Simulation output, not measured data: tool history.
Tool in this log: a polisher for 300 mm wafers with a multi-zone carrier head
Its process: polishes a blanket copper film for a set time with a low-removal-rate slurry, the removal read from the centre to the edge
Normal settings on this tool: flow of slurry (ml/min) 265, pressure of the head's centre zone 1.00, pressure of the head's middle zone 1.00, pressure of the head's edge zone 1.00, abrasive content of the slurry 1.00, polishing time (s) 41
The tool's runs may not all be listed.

run	day	flow of slurry (ml/min)	pressure of the head's centre zone	pressure of the head's middle zone	pressure of the head's edge zone	abrasive content of the slurry	polishing time (s)	wafers since the last listed run	wafers polished on this pad	hours since the slurry nozzle was cleaned	hours since the centre zone pressure was calibrated	hours since the edge zone pressure was calibrated	hours since the carrier head's membrane was replaced	incoming thickness of the incoming film, nm	film removed at the wafer's centre (Å)	film removed at mid-radius (Å)	film removed at the wafer's edge (Å)
1	0.000	265	1.00	1.00	1.00	1.00	41	0	7479	124.2	1092.2	184.7	172.1	1482.4	1003	1125	1139
# day 2.758: worn pad replaced by a new one
2	5.646	265	1.00	1.00	0.96	1.05	41	2124	1119	259.7	1227.7	320.2	307.6	1497.5	1020	1137	1164
# day 8.025: centre zone pressure recalibrated
3	8.642	185	1.00	1.00	0.96	1.00	41	1129	2248	331.6	14.8	392.1	379.5	1478.5	1067	1074	1103
4	12.371	190	0.91	1.00	0.95	0.70	41	1445	3694	421.1	104.3	481.6	469.0	1485.5	928	1039	1058
5	14.538	265	1.00	1.00	0.95	1.00	41	839	4534	473.1	156.3	533.6	521.0	1484.6	1118	1129	1142
# day 14.858: slurry nozzle cleaned
# day 16.783: edge zone pressure recalibrated
6	16.925	265	1.00	0.92	1.00	1.00	32	877	5411	49.6	213.6	3.4	578.3	1493.7	858	823	915
7	19.538	265	0.91	0.95	1.00	0.75	41	1012	6423	112.3	276.3	66.1	641.0	1486.4	979	1054	1131
8	23.783	265	1.00	1.00	1.00	1.00	41	1645	8069	214.2	378.2	168.0	742.9	1483.1	1092	1132	1169
# day 25.654: worn pad replaced by a new one
9	26.117	265	1.00	1.00	1.00	1.00	41	839	178	270.2	434.2	224.0	798.9	1455.2	1083	1144	1168
10	29.092	265	1.00	1.00	1.00	0.80	41	1153	1331	341.6	505.6	295.4	870.3	1479.7	1049	1111	1149
11	31.917	265	1.00	1.00	1.00	1.00	33	1095	2426	409.4	573.4	363.2	938.1	1475.4	853	917	921
# day 32.700: carrier head's membrane replaced by a new one
12	34.654	265	1.00	0.91	1.00	1.00	29	980	3407	475.1	639.1	428.9	46.9	1509.1	746	741	823
13	39.129	265	1.00	1.00	0.94	1.00	41	1734	5142	582.5	746.5	536.3	154.3	1487.4	1051	1145	1133
# day 39.567: slurry nozzle cleaned
14	43.179	265	1.00	1.00	1.00	1.00	41	1553	6696	86.7	843.7	633.5	251.5	1489.6	1023	1133	1175
# day 43.283: edge zone pressure recalibrated
15	44.750	265	1.00	1.07	1.00	1.00	50	576	7272	124.4	881.4	35.2	289.2	1479.2	1269	1463	1432
16	48.350	340	0.96	1.05	1.00	1.20	41	1395	8668	210.8	967.8	121.6	375.6	1487.7	1035	1225	1204
# day 50.592: worn pad replaced by a new one
# day 52.129: centre zone pressure recalibrated
17	52.158	190	1.00	1.00	0.95	1.00	41	1379	574	302.2	0.7	213.0	467.0	1484.3	1071	1083	1093
18	54.112	265	1.00	0.96	1.00	1.20	41	757	1332	349.1	47.6	259.9	513.9	1497.9	1160	1117	1164
19	56.792	265	1.00	1.00	1.00	1.10	53	1038	2371	413.4	111.9	324.2	578.2	1466.8	1447	1498	1496
20	60.358	265	1.00	1.00	1.00	1.00	41	1382	3753	499.0	197.5	409.8	663.8	1476.3	1117	1120	1151
21	62.554	265	0.92	1.00	0.93	1.00	35	851	4604	551.7	250.2	462.5	716.5	1454.5	868	971	980
22	64.238	265	1.00	1.00	1.00	1.25	41	652	5257	592.1	290.6	502.9	756.9	1482.2	1138	1176	1191

What differs in the tool's unlogged condition from the final listed run ahead of each entry between runs to the first listed run following it?
Runs 1 to 2: worn pad replaced by a new one (day 2.758)
  deviation of the centre zone's pressure from its setpoint, %: -11.6 -> -13
  measured minus no-state result, film removed at the wafer's centre (Å): -133 -> -154
Runs 2 to 3: centre zone pressure recalibrated (day 8.025)
  deviation of the centre zone's pressure from its setpoint, %: -13 -> -0.619
  measured minus no-state result, film removed at the wafer's centre (Å): -154 -> -6
Runs 5 to 6: slurry nozzle cleaned (day 14.858); edge zone pressure recalibrated (day 16.783)
  deviation of the centre zone's pressure from its setpoint, %: -2.08 -> -2.68
  measured minus no-state result, film removed at the wafer's centre (Å): -24 -> -24
Runs 8 to 9: worn pad replaced by a new one (day 25.654)
  deviation of the centre zone's pressure from its setpoint, %: -4.38 -> -4.96
  measured minus no-state result, film removed at the wafer's centre (Å): -50 -> -57
Runs 11 to 12: carrier head's membrane replaced by a new one (day 32.700)
  deviation of the centre zone's pressure from its setpoint, %: -6.4 -> -7.08
  measured minus no-state result, film removed at the wafer's centre (Å): -59 -> -57
Runs 13 to 14: slurry nozzle cleaned (day 39.567)
  deviation of the centre zone's pressure from its setpoint, %: -8.2 -> -9.2
  measured minus no-state result, film removed at the wafer's centre (Å): -95 -> -105
Runs 14 to 15: edge zone pressure recalibrated (day 43.283)
  deviation of the centre zone's pressure from its setpoint, %: -9.2 -> -9.59
  measured minus no-state result, film removed at the wafer's centre (Å): -105 -> -135
Runs 16 to 17: worn pad replaced by a new one (day 50.592); centre zone pressure recalibrated (day 52.129)
  deviation of the centre zone's pressure from its setpoint, %: -10.5 -> -0.387
  measured minus no-state result, film removed at the wafer's centre (Å): -122 -> -4
